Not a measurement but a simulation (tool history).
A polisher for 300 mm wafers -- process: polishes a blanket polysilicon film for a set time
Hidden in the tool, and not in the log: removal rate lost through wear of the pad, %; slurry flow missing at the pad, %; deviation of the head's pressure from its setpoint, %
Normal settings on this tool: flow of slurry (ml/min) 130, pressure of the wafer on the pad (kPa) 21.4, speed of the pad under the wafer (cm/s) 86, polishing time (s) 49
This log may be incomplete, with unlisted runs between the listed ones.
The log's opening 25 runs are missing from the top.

run   hour  flow of slurry (ml/min)  pressure of the wafer on the pad (kPa)  speed of the pad under the wafer (cm/s)  polishing time (s)  wafers since the last listed run  wafers polished on this pad  hours since the slurry nozzle was cleaned  hours since the head pressure was calibrated  incoming thickness of the incoming film, nm  film removed (Å)
 26  677.2                      130                                    21.4                                       86                  49                               367                          533                                       51.3                                          29.1                                       1085.5              4223
 27  710.5                      155                                    26.2                                       60                  49                               428                          962                                       84.6                                          62.4                                       1076.3              4163
 28  728.8                      130                                    17.2                                       60                  49                               235                         1197                                      102.9                                          80.7                                       1074.8              2717
     809.2  -- worn pad replaced by a new one
 29  809.7                      130                                    21.4                                       98                  42                               989                            6                                      183.8                                         161.6                                       1079.2              3971
 30  822.6                       90                                    27.6                                       72                  40                               165                          172                                      196.7                                         174.5                                       1070.6              3785
 31  842.4                      130                                    21.4                                      116                  62                               254                          427                                      216.5                                         194.3                                       1066.8              6400
 32  874.8                      130                                    21.4                                      114                  49                               416                          843                                      248.9                                         226.7                                       1074.5              4980
 33  888.2                      130                                    17.9                                       86                  49                               172                         1016                                      262.3                                         240.1                                       1095.1              3424

Estimate the outcome of run 34 from the log above:
 34  914.3                      130                                    21.4                                       86                  49                               335                         1351                                      288.4                                         266.2                                       1085.7                 ?

film removed (Å): 4091
Minus the tool's unlogged condition, the same run would have read film removed (Å) 4380.
